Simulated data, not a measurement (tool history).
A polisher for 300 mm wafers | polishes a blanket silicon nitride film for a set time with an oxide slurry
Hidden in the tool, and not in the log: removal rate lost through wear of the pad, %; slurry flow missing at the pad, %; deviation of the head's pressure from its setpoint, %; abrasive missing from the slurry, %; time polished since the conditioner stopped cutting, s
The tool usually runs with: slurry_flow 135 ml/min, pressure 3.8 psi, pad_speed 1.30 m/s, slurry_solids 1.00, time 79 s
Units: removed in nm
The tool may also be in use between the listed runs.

run   hour  slurry_flow  pressure  pad_speed  slurry_solids  time  wafers since the last listed run  wafers polished on this pad  hours since the slurry nozzle was cleaned  hours since the head pressure was calibrated  hours since the slurry blender was calibrated  hours since the conditioning disc was replaced  incoming thickness of the incoming film, nm  removed
  1    0.0          135       3.8       1.30           1.00    79                                 0                          754                                      175.3                                         769.7                                          298.4                                           244.1                                        566.9     69.4
       3.8  -- conditioning disc replaced and pad reconditioned
  2   24.7          135       3.8       0.98           1.00    79                               259                         1013                                      200.0                                         794.4                                          323.1                                            20.9                                        557.8     59.9
  3   42.3          135       3.8       0.98           1.00    79                               201                         1214                                      217.6                                         812.0                                          340.7                                            38.5                                        556.6     58.9
      72.9  -- worn pad replaced by a new one
  4   73.4          135       3.8       1.04           0.90    79                               309                            5                                      248.7                                         843.1                                          371.8                                            69.6                                        552.0     59.7
  5   97.5          135       3.8       1.30           1.20    62                               275                          280                                      272.8                                         867.2                                          395.9                                            93.7                                        567.1     60.5
     101.9  -- slurry blender recalibrated
  6  129.1          105       3.1       1.30           1.00    79                               338                          618                                      304.4                                         898.8                                           27.2                                           125.3                                        553.3     56.2
  7  153.0          105       3.1       1.30           1.00    79                               273                          891                                      328.3                                         922.7                                           51.1                                           149.2                                        561.6     56.4
  8  178.3          105       3.8       1.30           1.00    64                               289                         1180                                      353.6                                         948.0                                           76.4                                           174.5                                        568.3     54.8
  9  194.4          135       3.8       1.30           1.00    79                               183                         1364                                      369.7                                         964.1                                           92.5                                           190.6                                        567.5     70.0
     225.9  -- worn pad replaced by a new one
 10  227.9          135       3.8       1.30           1.00    79                               337                           22                                      403.2                                         997.6                                          126.0                                           224.1                                        561.6     69.6
 11  241.6          135       3.8       1.30           1.00    79                               156                          179                                      416.9                                        1011.3                                          139.7                                           237.8                                        565.3     69.2
     256.4  -- head pressure recalibrated
     263.5  -- conditioning disc replaced and pad reconditioned
 12  274.9          135       3.8       1.30           1.00    79                               334                          514                                      450.2                                          18.5                                          173.0                                            11.4                                        560.5     64.6
 13  300.4           95       3.8       1.30           1.25    79                               291                          805                                      475.7                                          44.0                                          198.5                                            36.9                                        548.8     64.7
 14  326.6          135       3.8       1.30           1.00    98                               299                         1104                                      501.9                                          70.2                                          224.7                                            63.1                                        555.4     78.5
     343.5  -- worn pad replaced by a new one
 15  353.9          135       3.8       1.02           1.25    60                               266                          118                                      529.2                                          97.5                                          252.0                                            90.4                                        561.9     43.7
     392.0  -- conditioning disc replaced and pad reconditioned, repeated, since the last time left the tool worse
 16  436.2          135       3.8       1.30           1.00    79                               917                         1036                                      611.5                                         179.8                                          334.3                                            44.2                                        562.7     74.4
 17  455.5          155       5.0       1.30           1.00    79                               220                         1257                                      630.8                                         199.1                                          353.6                                            63.5                                        563.5     97.0
     462.0  -- slurry nozzle cleaned
 18  478.4          135       3.8       1.30           1.00    79                               250                         1507                                       16.4                                         222.0                                          376.5                                            86.4                                        559.8     72.5
     487.5  -- worn pad replaced by a new one
 19  498.6          135       3.8       1.30           1.15    79                               185                          126                                       36.6                                         242.2                                          396.7                                           106.6                                        562.2     76.9
 20  520.3          135       3.8       1.30           1.00    63                               247                          374                                       58.3                                         263.9                                          418.4                                           128.3                                        561.3     56.9
     524.2  -- slurry blender recalibrated
 21  554.9          105       3.1       1.30           1.00    79                               372                          747                                       92.9                                         298.5                                           30.7                                           162.9                                        564.2     56.5
 22  608.7          135       3.8       1.30           1.00    79                               614                         1361                                      146.7                                         352.3                                           84.5                                           216.7                                        557.9     70.0
     612.8  -- worn pad replaced by a new one
 23  635.5           95       3.8       1.30           1.00   101                               260                          258                                      173.5                                         379.1                                          111.3                                           243.5                                        562.8     82.1
 24  660.6          135       3.8       1.30           1.00    79                               286                          545                                      198.6                                         404.2                                          136.4                                           268.6                                        556.6     68.7
 25  675.6          135       4.6       1.30           1.00    51                               171                          717                                      213.6                                         419.2                                          151.4                                           283.6                                        557.1     52.3

Below are 4 alternative next runs, each starting from the tool's condition after run 25. Predict each:
  A  676.0          105       3.8       1.30           1.00    79                                 4                          721                                      214.0                                         419.6                                          151.8                                           284.0                                        550.3        ?
  B  676.0          110       2.8       0.90           0.85    79                                 4                          721                                      214.0                                         419.6                                          151.8                                           284.0                                        550.3        ?
  C  676.0          135       3.8       1.68           0.90    91                                 4                          721                                      214.0                                         419.6                                          151.8                                           284.0                                        550.3        ?
  D  676.0          135       3.0       1.70           1.00    79                                 4                          721                                      214.0                                         419.6                                          151.8                                           284.0                                        550.3        ?

run  removed
  A     65.4
  B     35.8
  C     90.9
  D     66.7
Take away the tool's hidden state, keep each run's random variation, and the runs would have read:
run  removed
  A     71.9
  B     37.7
  C    102.3
  D     73.5

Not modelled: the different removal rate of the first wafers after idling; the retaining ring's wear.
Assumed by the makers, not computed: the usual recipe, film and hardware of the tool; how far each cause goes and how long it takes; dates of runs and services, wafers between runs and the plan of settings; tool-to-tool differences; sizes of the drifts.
